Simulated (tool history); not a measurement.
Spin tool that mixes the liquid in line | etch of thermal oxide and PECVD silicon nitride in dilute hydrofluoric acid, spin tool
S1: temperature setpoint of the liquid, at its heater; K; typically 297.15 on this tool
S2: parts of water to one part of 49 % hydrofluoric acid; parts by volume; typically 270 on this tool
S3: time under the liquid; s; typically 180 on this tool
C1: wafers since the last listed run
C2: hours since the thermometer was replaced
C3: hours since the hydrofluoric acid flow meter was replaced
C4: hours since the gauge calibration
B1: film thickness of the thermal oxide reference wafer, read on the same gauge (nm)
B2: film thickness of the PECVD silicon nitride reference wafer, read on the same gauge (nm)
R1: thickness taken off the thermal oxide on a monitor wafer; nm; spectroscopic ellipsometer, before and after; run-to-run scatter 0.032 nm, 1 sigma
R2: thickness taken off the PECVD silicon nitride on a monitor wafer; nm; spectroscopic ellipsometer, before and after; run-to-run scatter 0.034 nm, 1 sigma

run 1 day=0 | S1=297.15 S2=270 S3=180 | C1=0 C2=2164.2 C3=242.7 C4=203.4 | B1=140.054 B2=29.986 | R1=2.484 R2=1.197
run 2 day=1.304 | S1=297.15 S2=270 S3=180 | C1=286 C2=2195.5 C3=274 C4=234.7 | B1=140.031 B2=29.996 | R1=2.49 R2=1.176
run 3 day=3.275 | S1=295.65 S2=270 S3=180 | C1=433 C2=2242.8 C3=321.3 C4=282 | B1=139.948 B2=30.003 | R1=2.33 R2=1.082
run 4 day=4.046 | S1=295.65 S2=270 S3=180 | C1=169 C2=2261.3 C3=339.8 C4=300.5 | B1=140.011 B2=30 | R1=2.283 R2=1.09
run 5 day=4.629 | S1=295.65 S2=270 S3=180 | C1=128 C2=2275.3 C3=353.8 C4=314.5 | B1=140.007 B2=30.014 | R1=2.329 R2=1.082
run 6 day=7.879 | S1=297.15 S2=270 S3=180 | C1=714 C2=2353.3 C3=431.8 C4=392.5 | B1=140.004 B2=29.981 | R1=2.448 R2=1.156
run 7 day=8.675 | S1=297.15 S2=270 S3=180 | C1=175 C2=2372.4 C3=450.9 C4=411.6 | B1=140.009 B2=30.029 | R1=2.432 R2=1.171
-- day=8.788 gauge calibrated
run 8 day=9.554 | S1=297.15 S2=270 S3=180 | C1=193 C2=2393.5 C3=472 C4=18.4 | B1=139.975 B2=29.999 | R1=2.423 R2=1.154
run 9 day=10.425 | S1=297.15 S2=270 S3=180 | C1=191 C2=2414.4 C3=492.9 C4=39.3 | B1=140.008 B2=30.015 | R1=2.391 R2=1.145
run 10 day=11.708 | S1=297.15 S2=270 S3=180 | C1=282 C2=2445.2 C3=523.7 C4=70.1 | B1=140.041 B2=30.019 | R1=2.368 R2=1.111
-- day=12.992 hydrofluoric acid flow meter replaced
run 11 day=13.2 | S1=300.65 S2=175 S3=240 | C1=318 C2=2481 C3=5 C4=105.9 | B1=139.979 B2=29.985 | R1=6.842 R2=3.012
run 12 day=14.55 | S1=297.15 S2=270 S3=180 | C1=296 C2=2513.4 C3=37.4 C4=138.3 | B1=140.027 B2=29.993 | R1=2.599 R2=1.265
run 13 day=15.217 | S1=295.65 S2=215 S3=95 | C1=146 C2=2529.4 C3=53.4 C4=154.3 | B1=140.007 B2=29.962 | R1=1.711 R2=0.731
-- day=16.542 thermometer replaced
run 14 day=16.588 | S1=297.15 S2=270 S3=180 | C1=292 C2=1.1 C3=86.3 C4=187.2 | B1=139.969 B2=29.989 | R1=2.613 R2=1.187
run 15 day=19.1 | S1=297.15 S2=270 S3=180 | C1=552 C2=61.4 C3=146.6 C4=247.5 | B1=139.976 B2=30.008 | R1=2.527 R2=1.2
run 16 day=20.55 | S1=297.15 S2=340 S3=180 | C1=318 C2=96.2 C3=181.4 C4=282.3 | B1=140.032 B2=29.996 | R1=1.834 R2=0.957
run 17 day=21.492 | S1=297.15 S2=315 S3=180 | C1=207 C2=118.8 C3=204 C4=304.9 | B1=140.02 B2=30.003 | R1=2.061 R2=1.042
run 18 day=22.092 | S1=292.65 S2=270 S3=115 | C1=131 C2=133.2 C3=218.4 C4=319.3 | B1=139.985 B2=29.974 | R1=1.348 R2=0.545
run 19 day=22.742 | S1=294.65 S2=145 S3=145 | C1=142 C2=148.8 C3=234 C4=334.9 | B1=139.994 B2=30.01 | R1=3.844 R2=1.547
run 20 day=23.775 | S1=300.15 S2=350 S3=265 | C1=227 C2=173.6 C3=258.8 C4=359.7 | B1=140.024 B2=30.018 | R1=2.881 R2=1.629

Below are 5 alternative next runs, each starting from the tool's condition after run 20. Predict each:
run A day=23.796 | S1=297.15 S2=270 S3=180 | C1=4 C2=174.1 C3=259.3 C4=360.2 | B1=? B2=? | R1=? R2=?
run B day=23.796 | S1=299.65 S2=185 S3=215 | C1=4 C2=174.1 C3=259.3 C4=360.2 | B1=? B2=? | R1=? R2=?
run C day=23.796 | S1=300.65 S2=210 S3=285 | C1=4 C2=174.1 C3=259.3 C4=360.2 | B1=? B2=? | R1=? R2=?
run D day=23.796 | S1=294.65 S2=140 S3=180 | C1=4 C2=174.1 C3=259.3 C4=360.2 | B1=? B2=? | R1=? R2=?
run E day=23.796 | S1=297.15 S2=270 S3=125 | C1=4 C2=174.1 C3=259.3 C4=360.2 | B1=? B2=? | R1=? R2=?

run=A B1=139.984 B2=30.002 R1=2.52 R2=1.166
run=B B1=139.984 B2=30.002 R1=5.279 R2=2.369
run=C B1=139.984 B2=30.002 R1=6.199 R2=2.94
run=D B1=139.984 B2=30.002 R1=5.099 R2=1.898
run=E B1=139.984 B2=30.002 R1=1.75 R2=0.81
The same runs, with their run-to-run variation unchanged, on a tool lacking any hidden condition would have given:
run=A R1=2.689 R2=1.227
run=B R1=5.617 R2=2.493
run=C R1=6.605 R2=3.095
run=D R1=5.408 R2=1.995
run=E R1=1.867 R2=0.852

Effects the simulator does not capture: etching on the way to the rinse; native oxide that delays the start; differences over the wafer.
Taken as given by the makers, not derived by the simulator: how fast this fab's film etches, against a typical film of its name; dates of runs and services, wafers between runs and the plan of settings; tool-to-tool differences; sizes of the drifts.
